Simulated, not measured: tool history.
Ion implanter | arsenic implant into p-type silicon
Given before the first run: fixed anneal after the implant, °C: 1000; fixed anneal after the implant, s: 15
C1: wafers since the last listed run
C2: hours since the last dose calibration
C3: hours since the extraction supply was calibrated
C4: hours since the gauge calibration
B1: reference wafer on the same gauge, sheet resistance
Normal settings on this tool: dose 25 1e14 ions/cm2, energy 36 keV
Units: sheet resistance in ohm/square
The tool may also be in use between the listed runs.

{"run": 1, "hour": 0.0, "dose": 25, "energy": 41.5, "C1": 0, "C2": 996.3, "C3": 4428.2, "C4": 1601.8, "B1": 66.54, "sheet resistance": 74.19}
{"run": 2, "hour": 104.7, "dose": 25, "energy": 41.5, "C1": 1227, "C2": 1101, "C3": 4532.9, "C4": 1706.5, "B1": 66.55, "sheet resistance": 73.13}
{"run": 3, "hour": 184.1, "dose": 25, "energy": 41.5, "C1": 930, "C2": 1180.4, "C3": 4612.3, "C4": 1785.9, "B1": 66.35, "sheet resistance": 73.82}
{"run": 4, "hour": 276.8, "dose": 25, "energy": 36, "C1": 1086, "C2": 1273.1, "C3": 4705, "C4": 1878.6, "B1": 66.37, "sheet resistance": 78.79}
{"run": 5, "hour": 366.5, "dose": 25, "energy": 36, "C1": 1051, "C2": 1362.8, "C3": 4794.7, "C4": 1968.3, "B1": 66.63, "sheet resistance": 78.6}
{"run": 6, "hour": 414.8, "dose": 25, "energy": 36, "C1": 566, "C2": 1411.1, "C3": 4843, "C4": 2016.6, "B1": 66.48, "sheet resistance": 79.18}
{"run": 7, "hour": 477.5, "dose": 25, "energy": 36, "C1": 734, "C2": 1473.8, "C3": 4905.7, "C4": 2079.3, "B1": 66.45, "sheet resistance": 78.36}
{"run": 8, "hour": 519.2, "dose": 28.51, "energy": 36, "C1": 488, "C2": 1515.5, "C3": 4947.4, "C4": 2121, "B1": 66.45, "sheet resistance": 77.46}
{"run": 9, "hour": 623.0, "dose": 28.51, "energy": 36, "C1": 1216, "C2": 1619.3, "C3": 5051.2, "C4": 2224.8, "B1": 66.42, "sheet resistance": 77.06}
{"run": 10, "hour": 665.4, "dose": 28.51, "energy": 36, "C1": 496, "C2": 1661.7, "C3": 5093.6, "C4": 2267.2, "B1": 66.53, "sheet resistance": 77.13}
{"run": 11, "hour": 707.7, "dose": 25, "energy": 36, "C1": 495, "C2": 1704, "C3": 5135.9, "C4": 2309.5, "B1": 66.55, "sheet resistance": 79.44}
{"run": 12, "hour": 756.6, "dose": 25, "energy": 36, "C1": 573, "C2": 1752.9, "C3": 5184.8, "C4": 2358.4, "B1": 66.54, "sheet resistance": 78.64}
{"run": 13, "hour": 842.1, "dose": 25, "energy": 36, "C1": 1001, "C2": 1838.4, "C3": 5270.3, "C4": 2443.9, "B1": 66.5, "sheet resistance": 78.37}
{"run": 14, "hour": 936.8, "dose": 25, "energy": 36, "C1": 1109, "C2": 1933.1, "C3": 5365, "C4": 2538.6, "B1": 66.45, "sheet resistance": 78.16}
{"hour": 967.8, "done": "Faraday cup replaced and dose calibrated"}
{"run": 15, "hour": 1011.9, "dose": 25, "energy": 36, "C1": 786, "C2": 44.1, "C3": 5440.1, "C4": 2613.7, "B1": 66.4, "sheet resistance": 79.1}
{"run": 16, "hour": 1091.7, "dose": 25, "energy": 32, "C1": 935, "C2": 123.9, "C3": 5519.9, "C4": 2693.5, "B1": 66.51, "sheet resistance": 83.84}
{"run": 17, "hour": 1132.4, "dose": 28.51, "energy": 36, "C1": 476, "C2": 164.6, "C3": 5560.6, "C4": 2734.2, "B1": 66.51, "sheet resistance": 77.34}
{"run": 18, "hour": 1179.4, "dose": 25, "energy": 36, "C1": 550, "C2": 211.6, "C3": 5607.6, "C4": 2781.2, "B1": 66.47, "sheet resistance": 78.53}
{"run": 19, "hour": 1259.0, "dose": 21.22, "energy": 45.5, "C1": 932, "C2": 291.2, "C3": 5687.2, "C4": 2860.8, "B1": 66.54, "sheet resistance": 73}
{"run": 20, "hour": 1337.2, "dose": 19.32, "energy": 39, "C1": 916, "C2": 369.4, "C3": 5765.4, "C4": 2939, "B1": 66.61, "sheet resistance": 80.84}
{"run": 21, "hour": 1385.8, "dose": 20.12, "energy": 46.5, "C1": 569, "C2": 418, "C3": 5814, "C4": 2987.6, "B1": 66.47, "sheet resistance": 74.09}
{"run": 22, "hour": 1480.2, "dose": 28.64, "energy": 36, "C1": 1106, "C2": 512.4, "C3": 5908.4, "C4": 3082, "B1": 66.54, "sheet resistance": 77.09}
{"run": 23, "hour": 1550.9, "dose": 19.67, "energy": 40.5, "C1": 828, "C2": 583.1, "C3": 5979.1, "C4": 3152.7, "B1": 66.49, "sheet resistance": 78.83}
{"run": 24, "hour": 1654.2, "dose": 20.86, "energy": 45, "C1": 1210, "C2": 686.4, "C3": 6082.4, "C4": 3256, "B1": 66.42, "sheet resistance": 73.69}
{"hour": 1694.6, "done": "extraction supply calibrated"}
{"run": 25, "hour": 1759.1, "dose": 27.25, "energy": 41, "C1": 1135, "C2": 791.3, "C3": 64.5, "C4": 3360.9, "B1": 66.48, "sheet resistance": 72.56}
{"run": 26, "hour": 1844.8, "dose": 31.56, "energy": 40.5, "C1": 1004, "C2": 877, "C3": 150.2, "C4": 3446.6, "B1": 66.52, "sheet resistance": 71.59}
{"hour": 1865.6, "done": "gauge calibrated"}
{"run": 27, "hour": 1917.5, "dose": 25, "energy": 32, "C1": 851, "C2": 949.7, "C3": 222.9, "C4": 51.9, "B1": 66.46, "sheet resistance": 83.38}
{"run": 28, "hour": 1996.9, "dose": 21.13, "energy": 32.5, "C1": 930, "C2": 1029.1, "C3": 302.3, "C4": 131.3, "B1": 66.52, "sheet resistance": 83.79}
{"run": 29, "hour": 2080.8, "dose": 28.46, "energy": 30.5, "C1": 983, "C2": 1113, "C3": 386.2, "C4": 215.2, "B1": 66.48, "sheet resistance": 84.26}
{"run": 30, "hour": 2168.0, "dose": 29.71, "energy": 43, "C1": 1021, "C2": 1200.2, "C3": 473.4, "C4": 302.4, "B1": 66.42, "sheet resistance": 70.65}
{"run": 31, "hour": 2215.2, "dose": 20.75, "energy": 36, "C1": 553, "C2": 1247.4, "C3": 520.6, "C4": 349.6, "B1": 66.57, "sheet resistance": 81.89}
{"run": 32, "hour": 2304.6, "dose": 25, "energy": 36, "C1": 1047, "C2": 1336.8, "C3": 610, "C4": 439, "B1": 66.35, "sheet resistance": 78.28}
{"run": 33, "hour": 2378.6, "dose": 18.8, "energy": 36, "C1": 867, "C2": 1410.8, "C3": 684, "C4": 513, "B1": 66.51, "sheet resistance": 83.07}
{"run": 34, "hour": 2436.0, "dose": 32.01, "energy": 41.5, "C1": 672, "C2": 1468.2, "C3": 741.4, "C4": 570.4, "B1": 66.56, "sheet resistance": 70.46}
{"run": 35, "hour": 2480.9, "dose": 25, "energy": 41.5, "C1": 526, "C2": 1513.1, "C3": 786.3, "C4": 615.3, "B1": 66.52, "sheet resistance": 73.78}

Run 36 comes next. What will it give?
{"run": 36, "hour": 2523.0, "dose": 25, "energy": 48.5, "C1": 493, "C2": 1555.2, "C3": 828.4, "C4": 657.4, "B1": "?", "sheet resistance": "?"}

B1: 66.54
sheet resistance: 68.88 ohm/square
If the tool had no hidden condition, the same run with the same run-to-run variation would have returned sheet resistance 68.88 ohm/square.

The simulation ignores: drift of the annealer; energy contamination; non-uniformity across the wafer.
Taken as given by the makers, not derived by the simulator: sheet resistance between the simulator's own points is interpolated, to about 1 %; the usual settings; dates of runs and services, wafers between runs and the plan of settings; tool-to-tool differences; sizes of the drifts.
